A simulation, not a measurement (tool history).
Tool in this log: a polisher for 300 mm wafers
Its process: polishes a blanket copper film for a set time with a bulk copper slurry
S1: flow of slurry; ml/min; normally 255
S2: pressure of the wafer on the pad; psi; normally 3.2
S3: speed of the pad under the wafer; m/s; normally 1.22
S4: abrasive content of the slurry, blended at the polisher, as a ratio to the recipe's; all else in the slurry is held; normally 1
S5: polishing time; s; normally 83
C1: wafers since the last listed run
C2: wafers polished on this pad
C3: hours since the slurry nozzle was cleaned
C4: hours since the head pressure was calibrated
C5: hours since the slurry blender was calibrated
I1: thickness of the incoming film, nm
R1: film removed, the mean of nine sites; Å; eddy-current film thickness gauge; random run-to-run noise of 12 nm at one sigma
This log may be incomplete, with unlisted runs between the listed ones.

{"run": 1, "hour": 0.0, "S1": 255, "S2": 3.2, "S3": 1.22, "S4": 1, "S5": 70, "C1": 0, "C2": 13, "C3": 227.3, "C4": 809, "C5": 185.2, "I1": 3160, "R1": 10621}
{"hour": 20.2, "done": "slurry nozzle cleaned"}
{"run": 2, "hour": 26.0, "S1": 255, "S2": 3.2, "S3": 1.22, "S4": 1, "S5": 70, "C1": 303, "C2": 317, "C3": 5.8, "C4": 835, "C5": 211.2, "I1": 3161.7, "R1": 10389}
{"run": 3, "hour": 45.3, "S1": 285, "S2": 3.2, "S3": 1.22, "S4": 0.8, "S5": 83, "C1": 234, "C2": 551, "C3": 25.1, "C4": 854.3, "C5": 230.5, "I1": 3225.5, "R1": 11648}
{"run": 4, "hour": 59.0, "S1": 285, "S2": 3.2, "S3": 1.22, "S4": 0.8, "S5": 83, "C1": 166, "C2": 718, "C3": 38.8, "C4": 868, "C5": 244.2, "I1": 3152.1, "R1": 11500}
{"hour": 74.7, "done": "slurry blender recalibrated"}
{"run": 5, "hour": 83.3, "S1": 255, "S2": 3.2, "S3": 1.22, "S4": 1, "S5": 83, "C1": 270, "C2": 989, "C3": 63.1, "C4": 892.3, "C5": 8.6, "I1": 3212.2, "R1": 11773}
{"hour": 96.6, "done": "worn pad replaced by a new one"}
{"run": 6, "hour": 108.1, "S1": 255, "S2": 3.2, "S3": 1.22, "S4": 1, "S5": 83, "C1": 252, "C2": 139, "C3": 87.9, "C4": 917.1, "C5": 33.4, "I1": 3168.6, "R1": 12517}
{"run": 7, "hour": 136.7, "S1": 255, "S2": 3.2, "S3": 1.22, "S4": 1, "S5": 83, "C1": 347, "C2": 486, "C3": 116.5, "C4": 945.7, "C5": 62, "I1": 3221.9, "R1": 12159}
{"run": 8, "hour": 169.4, "S1": 255, "S2": 3.2, "S3": 1.22, "S4": 1, "S5": 83, "C1": 397, "C2": 884, "C3": 149.2, "C4": 978.4, "C5": 94.7, "I1": 3134.9, "R1": 11628}
{"run": 9, "hour": 184.2, "S1": 255, "S2": 3.2, "S3": 1.22, "S4": 1, "S5": 83, "C1": 179, "C2": 1064, "C3": 164, "C4": 993.2, "C5": 109.5, "I1": 3175.4, "R1": 11641}
{"hour": 201.6, "done": "worn pad replaced by a new one"}
{"run": 10, "hour": 216.4, "S1": 255, "S2": 3.2, "S3": 1.22, "S4": 1, "S5": 83, "C1": 342, "C2": 179, "C3": 196.2, "C4": 1025.4, "C5": 141.7, "I1": 3145.2, "R1": 12547}
{"run": 11, "hour": 248.0, "S1": 335, "S2": 3.2, "S3": 0.9, "S4": 1, "S5": 83, "C1": 384, "C2": 563, "C3": 227.8, "C4": 1057, "C5": 173.3, "I1": 3188.3, "R1": 9211}
{"run": 12, "hour": 277.9, "S1": 255, "S2": 3.2, "S3": 1.22, "S4": 1, "S5": 70, "C1": 363, "C2": 926, "C3": 257.7, "C4": 1086.9, "C5": 203.2, "I1": 3174.2, "R1": 10105}
{"hour": 287.0, "done": "slurry nozzle cleaned"}
{"run": 13, "hour": 303.5, "S1": 255, "S2": 3.2, "S3": 0.96, "S4": 1.15, "S5": 83, "C1": 298, "C2": 1225, "C3": 16.5, "C4": 1112.5, "C5": 228.8, "I1": 3193.5, "R1": 9458}
{"hour": 307.6, "done": "slurry blender recalibrated"}
{"hour": 308.5, "done": "worn pad replaced by a new one"}
{"run": 14, "hour": 324.3, "S1": 300, "S2": 3.2, "S3": 1.22, "S4": 1, "S5": 83, "C1": 217, "C2": 192, "C3": 37.3, "C4": 1133.3, "C5": 16.7, "I1": 3147.7, "R1": 12702}
{"run": 15, "hour": 340.1, "S1": 190, "S2": 3.2, "S3": 1.22, "S4": 1, "S5": 92, "C1": 192, "C2": 384, "C3": 53.1, "C4": 1149.1, "C5": 32.5, "I1": 3159.5, "R1": 13105}
{"hour": 372.3, "done": "head pressure recalibrated"}
{"run": 16, "hour": 372.8, "S1": 205, "S2": 2.1, "S3": 1.22, "S4": 1, "S5": 83, "C1": 373, "C2": 757, "C3": 85.8, "C4": 0.5, "C5": 65.2, "I1": 3156.4, "R1": 7721}
{"run": 17, "hour": 398.2, "S1": 255, "S2": 3.2, "S3": 1.22, "S4": 1, "S5": 70, "C1": 308, "C2": 1066, "C3": 111.2, "C4": 25.9, "C5": 90.6, "I1": 3174.9, "R1": 9973}
{"hour": 409.7, "done": "worn pad replaced by a new one"}
{"run": 18, "hour": 422.3, "S1": 255, "S2": 3.5, "S3": 1.22, "S4": 1.3, "S5": 83, "C1": 244, "C2": 153, "C3": 135.3, "C4": 50, "C5": 114.7, "I1": 3147.3, "R1": 14458}
{"run": 19, "hour": 441.8, "S1": 205, "S2": 4, "S3": 1.22, "S4": 1, "S5": 83, "C1": 236, "C2": 390, "C3": 154.8, "C4": 69.5, "C5": 134.2, "I1": 3119.9, "R1": 14945}
{"run": 20, "hour": 464.2, "S1": 335, "S2": 3.2, "S3": 1.6, "S4": 1.1, "S5": 63, "C1": 272, "C2": 662, "C3": 177.2, "C4": 91.9, "C5": 156.6, "I1": 3185.7, "R1": 12598}
{"run": 21, "hour": 484.7, "S1": 255, "S2": 3.2, "S3": 1.22, "S4": 0.9, "S5": 83, "C1": 249, "C2": 911, "C3": 197.7, "C4": 112.4, "C5": 177.1, "I1": 3152.8, "R1": 11544}

Branching from run 21: 5 alternative next runs. What would each branch give?
{"run": "A", "hour": 485.1, "S1": 255, "S2": 3.2, "S3": 1.22, "S4": 1, "S5": 83, "C1": 4, "C2": 916, "C3": 198.1, "C4": 112.8, "C5": 177.5, "I1": 3158.3, "R1": "?"}
{"run": "B", "hour": 485.1, "S1": 180, "S2": 3.2, "S3": 1.22, "S4": 1, "S5": 55, "C1": 4, "C2": 916, "C3": 198.1, "C4": 112.8, "C5": 177.5, "I1": 3158.3, "R1": "?"}
{"run": "C", "hour": 485.1, "S1": 290, "S2": 3.2, "S3": 1.22, "S4": 1, "S5": 83, "C1": 4, "C2": 916, "C3": 198.1, "C4": 112.8, "C5": 177.5, "I1": 3158.3, "R1": "?"}
{"run": "D", "hour": 485.1, "S1": 255, "S2": 4.3, "S3": 1.22, "S4": 1, "S5": 83, "C1": 4, "C2": 916, "C3": 198.1, "C4": 112.8, "C5": 177.5, "I1": 3158.3, "R1": "?"}
{"run": "E", "hour": 485.1, "S1": 195, "S2": 3.2, "S3": 1.22, "S4": 1, "S5": 103, "C1": 4, "C2": 916, "C3": 198.1, "C4": 112.8, "C5": 177.5, "I1": 3158.3, "R1": "?"}

run=A R1=11842
run=B R1=7470
run=C R1=12005
run=D R1=15912
run=E R1=14175
The same runs, with their run-to-run variation unchanged, on a tool lacking any hidden condition would have given:
run=A R1=12563
run=B R1=7925
run=C R1=12737
run=D R1=16882
run=E R1=15038

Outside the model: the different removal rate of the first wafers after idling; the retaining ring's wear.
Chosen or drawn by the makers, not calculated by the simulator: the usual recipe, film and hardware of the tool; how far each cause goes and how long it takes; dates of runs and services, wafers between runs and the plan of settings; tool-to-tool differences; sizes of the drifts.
